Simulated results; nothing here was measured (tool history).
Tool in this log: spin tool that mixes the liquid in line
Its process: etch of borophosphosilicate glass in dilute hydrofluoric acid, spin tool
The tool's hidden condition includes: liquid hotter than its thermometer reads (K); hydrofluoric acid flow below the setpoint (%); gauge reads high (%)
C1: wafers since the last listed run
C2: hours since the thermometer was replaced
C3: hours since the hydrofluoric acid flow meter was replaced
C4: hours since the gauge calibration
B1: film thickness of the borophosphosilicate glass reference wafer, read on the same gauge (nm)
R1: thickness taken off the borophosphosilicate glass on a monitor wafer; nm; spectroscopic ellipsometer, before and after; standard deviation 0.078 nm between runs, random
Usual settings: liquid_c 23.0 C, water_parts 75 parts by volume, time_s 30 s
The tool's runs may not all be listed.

{"run": 1, "hour": 0.0, "liquid_c": 23.0, "water_parts": 75, "time_s": 30, "C1": 0, "C2": 582.7, "C3": 1249.8, "C4": 1160.5, "B1": 120.03, "R1": 22.88}
{"run": 2, "hour": 57.4, "liquid_c": 23.0, "water_parts": 75, "time_s": 30, "C1": 967, "C2": 640.1, "C3": 1307.2, "C4": 1217.9, "B1": 119.99, "R1": 22.9}
{"run": 3, "hour": 113.5, "liquid_c": 23.0, "water_parts": 75, "time_s": 30, "C1": 945, "C2": 696.2, "C3": 1363.3, "C4": 1274.0, "B1": 120.05, "R1": 22.73}
{"run": 4, "hour": 156.1, "liquid_c": 23.0, "water_parts": 75, "time_s": 30, "C1": 718, "C2": 738.8, "C3": 1405.9, "C4": 1316.6, "B1": 120.0, "R1": 22.8}
{"hour": 217.4, "done": "thermometer replaced"}
{"run": 5, "hour": 227.4, "liquid_c": 23.0, "water_parts": 75, "time_s": 30, "C1": 1185, "C2": 10.0, "C3": 1477.2, "C4": 1387.9, "B1": 119.96, "R1": 22.54}
{"run": 6, "hour": 280.2, "liquid_c": 21.0, "water_parts": 75, "time_s": 30, "C1": 890, "C2": 62.8, "C3": 1530.0, "C4": 1440.7, "B1": 119.97, "R1": 20.92}
{"run": 7, "hour": 386.3, "liquid_c": 22.0, "water_parts": 75, "time_s": 30, "C1": 1788, "C2": 168.9, "C3": 1636.1, "C4": 1546.8, "B1": 119.99, "R1": 21.74}
{"run": 8, "hour": 472.5, "liquid_c": 23.0, "water_parts": 75, "time_s": 30, "C1": 1453, "C2": 255.1, "C3": 1722.3, "C4": 1633.0, "B1": 119.94, "R1": 22.55}
{"run": 9, "hour": 533.4, "liquid_c": 23.0, "water_parts": 75, "time_s": 30, "C1": 1026, "C2": 316.0, "C3": 1783.2, "C4": 1693.9, "B1": 119.99, "R1": 22.5}

Run 10 has not been measured yet. What should we expect?
{"hour": 562.9, "done": "gauge calibrated"}
{"run": 10, "hour": 586.3, "liquid_c": 19.5, "water_parts": 85, "time_s": 25, "C1": 891, "C2": 368.9, "C3": 1836.1, "C4": 23.4, "B1": "?", "R1": "?"}

B1: 120.03
R1: 14.12 nm
Minus the tool's unlogged condition, the same run would have read R1 15.01 nm.
